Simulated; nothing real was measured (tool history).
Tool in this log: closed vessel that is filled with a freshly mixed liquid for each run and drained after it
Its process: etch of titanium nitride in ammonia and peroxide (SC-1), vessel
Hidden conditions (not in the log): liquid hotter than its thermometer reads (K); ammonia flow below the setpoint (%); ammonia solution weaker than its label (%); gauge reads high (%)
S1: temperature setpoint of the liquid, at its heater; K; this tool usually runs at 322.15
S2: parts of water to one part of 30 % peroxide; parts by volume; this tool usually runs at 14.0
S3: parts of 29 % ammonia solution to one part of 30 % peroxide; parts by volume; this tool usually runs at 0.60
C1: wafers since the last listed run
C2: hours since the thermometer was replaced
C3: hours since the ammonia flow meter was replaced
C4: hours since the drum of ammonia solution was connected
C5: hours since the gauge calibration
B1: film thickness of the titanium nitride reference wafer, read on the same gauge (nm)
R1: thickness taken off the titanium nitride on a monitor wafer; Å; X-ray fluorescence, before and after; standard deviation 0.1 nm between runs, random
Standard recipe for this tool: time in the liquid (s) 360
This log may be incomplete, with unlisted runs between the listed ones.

run 1 hour=0.0 | S1=322.15 S2=14.0 S3=0.60 time_in_the_liquid_(s)=360 | C1=0 C2=2273.8 C3=853.6 C4=377.1 C5=110.8 | B1=129.55 | R1=301.5
run 2 hour=17.0 | S1=322.15 S2=14.0 S3=0.60 time_in_the_liquid_(s)=360 | C1=1894 C2=2290.8 C3=870.6 C4=394.1 C5=127.8 | B1=129.53 | R1=302.0
run 3 hour=31.7 | S1=315.65 S2=14.0 S3=0.60 time_in_the_liquid_(s)=360 | C1=1637 C2=2305.5 C3=885.3 C4=408.8 C5=142.5 | B1=129.43 | R1=189.6
run 4 hour=47.7 | S1=315.65 S2=14.0 S3=0.60 time_in_the_liquid_(s)=360 | C1=1782 C2=2321.5 C3=901.3 C4=424.8 C5=158.5 | B1=129.36 | R1=188.3
run 5 hour=66.5 | S1=315.65 S2=14.0 S3=0.60 time_in_the_liquid_(s)=360 | C1=2094 C2=2340.3 C3=920.1 C4=443.6 C5=177.3 | B1=129.26 | R1=189.6
run 6 hour=171.6 | S1=322.15 S2=14.0 S3=0.60 time_in_the_liquid_(s)=360 | C1=11710 C2=2445.4 C3=1025.2 C4=548.7 C5=282.4 | B1=128.65 | R1=300.3
run 7 hour=197.3 | S1=322.15 S2=14.0 S3=0.60 time_in_the_liquid_(s)=360 | C1=2863 C2=2471.1 C3=1050.9 C4=574.4 C5=308.1 | B1=128.55 | R1=299.1
run 8 hour=223.5 | S1=322.15 S2=14.0 S3=0.60 time_in_the_liquid_(s)=360 | C1=2919 C2=2497.3 C3=1077.1 C4=600.6 C5=334.3 | B1=128.45 | R1=297.7
run 9 hour=255.9 | S1=322.15 S2=14.0 S3=0.60 time_in_the_liquid_(s)=360 | C1=3610 C2=2529.7 C3=1109.5 C4=633.0 C5=366.7 | B1=128.24 | R1=298.9
run 10 hour=271.1 | S1=322.15 S2=14.0 S3=0.60 time_in_the_liquid_(s)=360 | C1=1693 C2=2544.9 C3=1124.7 C4=648.2 C5=381.9 | B1=128.18 | R1=298.6
-- hour=301.8 gauge calibrated
run 11 hour=302.9 | S1=322.15 S2=14.0 S3=0.60 time_in_the_liquid_(s)=360 | C1=3543 C2=2576.7 C3=1156.5 C4=680.0 C5=1.1 | B1=129.96 | R1=301.6
run 12 hour=338.2 | S1=322.15 S2=14.0 S3=0.60 time_in_the_liquid_(s)=360 | C1=3933 C2=2612.0 C3=1191.8 C4=715.3 C5=36.4 | B1=129.77 | R1=303.6
run 13 hour=352.6 | S1=322.15 S2=14.0 S3=0.60 time_in_the_liquid_(s)=360 | C1=1604 C2=2626.4 C3=1206.2 C4=729.7 C5=50.8 | B1=129.72 | R1=302.6
-- hour=361.5 new drum of ammonia solution connected
-- hour=363.6 ammonia flow meter replaced
run 14 hour=387.2 | S1=322.15 S2=14.0 S3=0.60 time_in_the_liquid_(s)=360 | C1=3632 C2=2661.0 C3=23.6 C4=25.7 C5=85.4 | B1=129.52 | R1=302.2
run 15 hour=449.9 | S1=322.15 S2=8.0 S3=0.85 time_in_the_liquid_(s)=300 | C1=6986 C2=2723.7 C3=86.3 C4=88.4 C5=148.1 | B1=129.17 | R1=355.4
run 16 hour=469.7 | S1=314.65 S2=14.0 S3=0.85 time_in_the_liquid_(s)=530 | C1=2206 C2=2743.5 C3=106.1 C4=108.2 C5=167.9 | B1=129.10 | R1=276.5
run 17 hour=496.8 | S1=322.15 S2=14.0 S3=0.40 time_in_the_liquid_(s)=420 | C1=3019 C2=2770.6 C3=133.2 C4=135.3 C5=195.0 | B1=128.94 | R1=324.6
-- hour=517.2 thermometer replaced
run 18 hour=530.8 | S1=330.65 S2=19.5 S3=0.80 time_in_the_liquid_(s)=195 | C1=3677 C2=13.6 C3=167.2 C4=169.3 C5=229.0 | B1=128.82 | R1=255.7
run 19 hour=558.0 | S1=322.15 S2=10.0 S3=0.80 time_in_the_liquid_(s)=360 | C1=3030 C2=40.8 C3=194.4 C4=196.5 C5=256.2 | B1=128.63 | R1=377.0
run 20 hour=576.2 | S1=322.15 S2=14.0 S3=0.60 time_in_the_liquid_(s)=360 | C1=2027 C2=59.0 C3=212.6 C4=214.7 C5=274.4 | B1=128.58 | R1=299.7
run 21 hour=603.3 | S1=315.65 S2=10.5 S3=0.60 time_in_the_liquid_(s)=435 | C1=3019 C2=86.1 C3=239.7 C4=241.8 C5=301.5 | B1=128.39 | R1=263.9
run 22 hour=622.3 | S1=322.15 S2=14.0 S3=0.60 time_in_the_liquid_(s)=360 | C1=2117 C2=105.1 C3=258.7 C4=260.8 C5=320.5 | B1=128.35 | R1=299.6
run 23 hour=645.0 | S1=312.65 S2=16.5 S3=0.70 time_in_the_liquid_(s)=550 | C1=2529 C2=127.8 C3=281.4 C4=283.5 C5=343.2 | B1=128.21 | R1=216.7
run 24 hour=676.5 | S1=332.15 S2=20.0 S3=0.75 time_in_the_liquid_(s)=290 | C1=3509 C2=159.3 C3=312.9 C4=315.0 C5=374.7 | B1=128.04 | R1=407.5
run 25 hour=697.1 | S1=322.15 S2=14.0 S3=0.60 time_in_the_liquid_(s)=360 | C1=2295 C2=179.9 C3=333.5 C4=335.6 C5=395.3 | B1=127.93 | R1=297.5
run 26 hour=712.5 | S1=322.15 S2=19.5 S3=0.60 time_in_the_liquid_(s)=360 | C1=1715 C2=195.3 C3=348.9 C4=351.0 C5=410.7 | B1=127.84 | R1=249.8

Consider 3 possible next runs. They are alternatives, not a sequence: every one starts from the tool as it was left by run 26. What does each give?
run A hour=713.2 | S1=322.15 S2=14.0 S3=0.75 time_in_the_liquid_(s)=360 | C1=77 C2=196.0 C3=349.6 C4=351.7 C5=411.4 | B1=? | R1=?
run B hour=713.2 | S1=322.15 S2=19.5 S3=0.60 time_in_the_liquid_(s)=450 | C1=77 C2=196.0 C3=349.6 C4=351.7 C5=411.4 | B1=? | R1=?
run C hour=713.2 | S1=319.15 S2=11.5 S3=0.60 time_in_the_liquid_(s)=230 | C1=77 C2=196.0 C3=349.6 C4=351.7 C5=411.4 | B1=? | R1=?

run=A B1=127.84 R1=309.9
run=B B1=127.84 R1=310.8
run=C B1=127.84 R1=171.0
Had the tool no hidden state, the same runs would have come out as:
run=A R1=315.1
run=B R1=316.1
run=C R1=173.9
